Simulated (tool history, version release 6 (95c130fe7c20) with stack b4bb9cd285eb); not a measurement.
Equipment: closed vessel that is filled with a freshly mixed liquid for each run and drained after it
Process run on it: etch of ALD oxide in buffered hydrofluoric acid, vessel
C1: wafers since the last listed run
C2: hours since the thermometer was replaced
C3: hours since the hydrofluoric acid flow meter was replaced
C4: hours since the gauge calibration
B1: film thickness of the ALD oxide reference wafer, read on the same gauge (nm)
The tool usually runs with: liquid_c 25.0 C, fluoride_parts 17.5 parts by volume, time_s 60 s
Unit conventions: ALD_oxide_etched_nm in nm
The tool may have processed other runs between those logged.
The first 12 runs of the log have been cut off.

Run 13, day 6.446: usual settings; C1 1018; C2 2239.6; C3 44.3; C4 264.6; B1 39.96. Result: ALD_oxide_etched_nm 77.23 nm.
Run 14, day 8.558: usual settings; C1 3741; C2 2290.3; C3 95.0; C4 315.3; B1 40.01. Result: ALD_oxide_etched_nm 78.32 nm.
Run 15, day 9.062: usual settings; C1 892; C2 2302.4; C3 107.1; C4 327.4; B1 39.98. Result: ALD_oxide_etched_nm 78.16 nm.
Run 16, day 9.446: usual settings but liquid_c 20.5 C, fluoride_parts 15.0 parts by volume, time_s 70 s; C1 678; C2 2311.6; C3 116.3; C4 336.6; B1 40.04. Result: ALD_oxide_etched_nm 82.64 nm.
At day 9.779: thermometer replaced.
Run 17, day 9.800: usual settings; C1 553; C2 0.5; C3 124.8; C4 345.1; B1 40.02. Result: ALD_oxide_etched_nm 78.60 nm.
Run 18, day 10.462: usual settings; C1 1173; C2 16.4; C3 140.7; C4 361.0; B1 40.02. Result: ALD_oxide_etched_nm 78.16 nm.
Run 19, day 10.850: usual settings; C1 686; C2 25.7; C3 150.0; C4 370.3; B1 40.00. Result: ALD_oxide_etched_nm 78.07 nm.
At day 10.988: gauge calibrated.
Run 20, day 11.183: usual settings but liquid_c 24.0 C, fluoride_parts 20.0 parts by volume; C1 590; C2 33.7; C3 158.0; C4 4.7; B1 40.02. Result: ALD_oxide_etched_nm 64.96 nm.
Run 21, day 11.442: usual settings; C1 457; C2 39.9; C3 164.2; C4 10.9; B1 39.98. Result: ALD_oxide_etched_nm 78.86 nm.
Run 22, day 11.738: usual settings; C1 523; C2 47.0; C3 171.3; C4 18.0; B1 39.98. Result: ALD_oxide_etched_nm 77.15 nm.
Run 23, day 12.154: usual settings but liquid_c 27.5 C, time_s 35 s; C1 737; C2 57.0; C3 181.3; C4 28.0; B1 39.98. Result: ALD_oxide_etched_nm 52.22 nm.
Run 24, day 12.708: usual settings but liquid_c 28.0 C, fluoride_parts 14.0 parts by volume; C1 981; C2 70.3; C3 194.6; C4 41.3; B1 40.06. Result: ALD_oxide_etched_nm 114.08 nm.
Run 25, day 13.179: usual settings but liquid_c 22.0 C, time_s 70 s; C1 833; C2 81.6; C3 205.9; C4 52.6; B1 39.98. Result: ALD_oxide_etched_nm 77.76 nm.
Run 26, day 13.512: usual settings but time_s 35 s; C1 590; C2 89.6; C3 213.9; C4 60.6; B1 40.01. Result: ALD_oxide_etched_nm 45.61 nm.
Run 27, day 13.896: usual settings but liquid_c 22.0 C, time_s 90 s; C1 678; C2 98.8; C3 223.1; C4 69.8; B1 40.02. Result: ALD_oxide_etched_nm 99.37 nm.
Run 28, day 14.504: usual settings but time_s 70 s; C1 1077; C2 113.4; C3 237.7; C4 84.4; B1 40.01. Result: ALD_oxide_etched_nm 91.04 nm.
Run 29, day 14.900: usual settings but liquid_c 26.5 C, fluoride_parts 22.5 parts by volume; C1 700; C2 122.9; C3 247.2; C4 93.9; B1 39.99. Result: ALD_oxide_etched_nm 68.03 nm.
Run 30, day 15.150: usual settings but liquid_c 22.5 C; C1 442; C2 128.9; C3 253.2; C4 99.9; B1 40.04. Result: ALD_oxide_etched_nm 68.40 nm.
Run 31, day 15.404: usual settings but liquid_c 22.0 C, fluoride_parts 22.0 parts by volume; C1 450; C2 135.0; C3 259.3; C4 106.0; B1 40.04. Result: ALD_oxide_etched_nm 54.68 nm.
Run 32, day 15.683: usual settings; C1 494; C2 141.7; C3 266.0; C4 112.7; B1 40.00. Result: ALD_oxide_etched_nm 77.02 nm.
Run 33, day 16.000: usual settings but liquid_c 21.0 C, fluoride_parts 19.5 parts by volume, time_s 50 s; C1 560; C2 149.3; C3 273.6; C4 120.3; B1 39.97. Result: ALD_oxide_etched_nm 46.54 nm.

5 ways to go on from here, each from the tool as it stands after run 33. What would each give?
Run A, day 16.029: usual settings but fluoride_parts 20.5 parts by volume; C1 51; C2 150.0; C3 274.3; C4 121.0; B1 ?. Result: ALD_oxide_etched_nm ?.
Run B, day 16.029: usual settings but liquid_c 29.5 C, fluoride_parts 20.0 parts by volume, time_s 70 s; C1 51; C2 150.0; C3 274.3; C4 121.0; B1 ?. Result: ALD_oxide_etched_nm ?.
Run C, day 16.029: usual settings but liquid_c 22.0 C, fluoride_parts 23.5 parts by volume, time_s 85 s; C1 51; C2 150.0; C3 274.3; C4 121.0; B1 ?. Result: ALD_oxide_etched_nm ?.
Run D, day 16.029: usual settings but time_s 40 s; C1 51; C2 150.0; C3 274.3; C4 121.0; B1 ?. Result: ALD_oxide_etched_nm ?.
Run E, day 16.029: usual settings but liquid_c 23.0 C, fluoride_parts 22.5 parts by volume, time_s 80 s; C1 51; C2 150.0; C3 274.3; C4 121.0; B1 ?. Result: ALD_oxide_etched_nm ?.

run     B1  ALD_oxide_etched_nm
  A  40.00                67.17
  B  40.00               101.47
  C  40.00                73.45
  D  40.00                51.95
  E  40.00                75.28
With no hidden state in the tool, these same runs would have given:
run  ALD_oxide_etched_nm
  A                67.17
  B               101.47
  C                73.45
  D                51.95
  E                75.28

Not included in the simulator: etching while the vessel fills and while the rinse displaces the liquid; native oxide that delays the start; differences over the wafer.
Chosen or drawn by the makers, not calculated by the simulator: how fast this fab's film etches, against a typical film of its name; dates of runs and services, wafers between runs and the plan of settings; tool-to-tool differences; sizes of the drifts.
